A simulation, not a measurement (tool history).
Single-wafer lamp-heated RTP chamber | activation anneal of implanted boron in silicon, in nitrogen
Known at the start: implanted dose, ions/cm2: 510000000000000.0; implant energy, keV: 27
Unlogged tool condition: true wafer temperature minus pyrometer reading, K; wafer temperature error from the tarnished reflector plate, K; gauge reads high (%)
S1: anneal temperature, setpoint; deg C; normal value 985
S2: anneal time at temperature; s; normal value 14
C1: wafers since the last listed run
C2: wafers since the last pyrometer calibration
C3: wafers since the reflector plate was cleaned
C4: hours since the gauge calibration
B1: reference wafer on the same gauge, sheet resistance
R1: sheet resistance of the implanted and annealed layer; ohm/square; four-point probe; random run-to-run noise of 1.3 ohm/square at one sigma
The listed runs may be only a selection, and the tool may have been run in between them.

Run 1, hour 0: usual settings; C1 0; C2 6135; C3 4743; C4 271.4; B1 178.75. Result: R1 220.24 ohm/square.
Run 2, hour 61.9: usual settings; C1 1344; C2 7479; C3 6087; C4 333.3; B1 178.97. Result: R1 218.04 ohm/square.
Run 3, hour 129.9: usual settings but S2 20 s; C1 1477; C2 8956; C3 7564; C4 401.3; B1 178.08. Result: R1 215.38 ohm/square.
At hour 141.2: pyrometer window cleaned and pyrometer calibrated.
At hour 158.2: reflector plate cleaned.
Run 4, hour 159: usual settings; C1 284; C2 213; C3 17; C4 430.4; B1 177.8. Result: R1 218.44 ohm/square.
Run 5, hour 192.2: usual settings but S2 18 s; C1 721; C2 934; C3 738; C4 463.6; B1 177.58. Result: R1 215.45 ohm/square.
Run 6, hour 227.3: usual settings but S2 18 s; C1 762; C2 1697; C3 1500; C4 498.7; B1 176.98. Result: R1 215.58 ohm/square.
Run 7, hour 279.6: usual settings; C1 1136; C2 2833; C3 2636; C4 551; B1 176.3. Result: R1 216.31 ohm/square.
At hour 312.6: gauge calibrated.
Run 8, hour 444.7: usual settings; C1 3586; C2 6419; C3 6223; C4 132.1; B1 179.41. Result: R1 220.23 ohm/square.
At hour 482.7: reflector plate cleaned.
Run 9, hour 512.3: usual settings; C1 1294; C2 7714; C3 643; C4 199.7; B1 179.11. Result: R1 222.54 ohm/square.
At hour 565.2: pyrometer window cleaned and pyrometer calibrated.
Run 10, hour 575.6: usual settings; C1 1201; C2 225; C3 1844; C4 263; B1 179.03. Result: R1 219.01 ohm/square.
Run 11, hour 605.4: usual settings but S1 1005 deg C, S2 10 s; C1 647; C2 872; C3 2491; C4 292.8; B1 178.56. Result: R1 208.62 ohm/square.
Run 12, hour 632.3: usual settings but S1 1000 deg C, S2 7 s; C1 584; C2 1457; C3 3076; C4 319.7; B1 178.56. Result: R1 210.47 ohm/square.
Run 13, hour 685: usual settings but S2 7 s; C1 1144; C2 2601; C3 4220; C4 372.4; B1 177.99. Result: R1 221.22 ohm/square.
Run 14, hour 748.3: usual settings but S1 1003 deg C, S2 8 s; C1 1375; C2 3977; C3 5595; C4 435.7; B1 177.43. Result: R1 211.4 ohm/square.
Run 15, hour 802.5: usual settings; C1 1177; C2 5154; C3 6773; C4 489.9; B1 176.62. Result: R1 216.89 ohm/square.
Run 16, hour 839.8: usual settings but S1 956 deg C, S2 17 s; C1 810; C2 5964; C3 7583; C4 527.2; B1 176.48. Result: R1 258.31 ohm/square.
At hour 863.9: reflector plate cleaned.
At hour 882.9: gauge calibrated.
Run 17, hour 909.7: usual settings but S2 6 s; C1 1344; C2 7309; C3 995; C4 26.8; B1 180.54. Result: R1 228.49 ohm/square.

The next listed run, before its measurement:
At hour 953.8: pyrometer window cleaned and pyrometer calibrated.
Run 18, hour 968.4: usual settings but S1 999 deg C, S2 6 s; C1 1101; C2 317; C3 2096; C4 85.5; B1 ?. Result: R1 ?.

For run 18 the tool returned B1 180.41, R1 215.22 ohm/square.
Without the tool's hidden state the same run would have given R1 214.77 ohm/square.
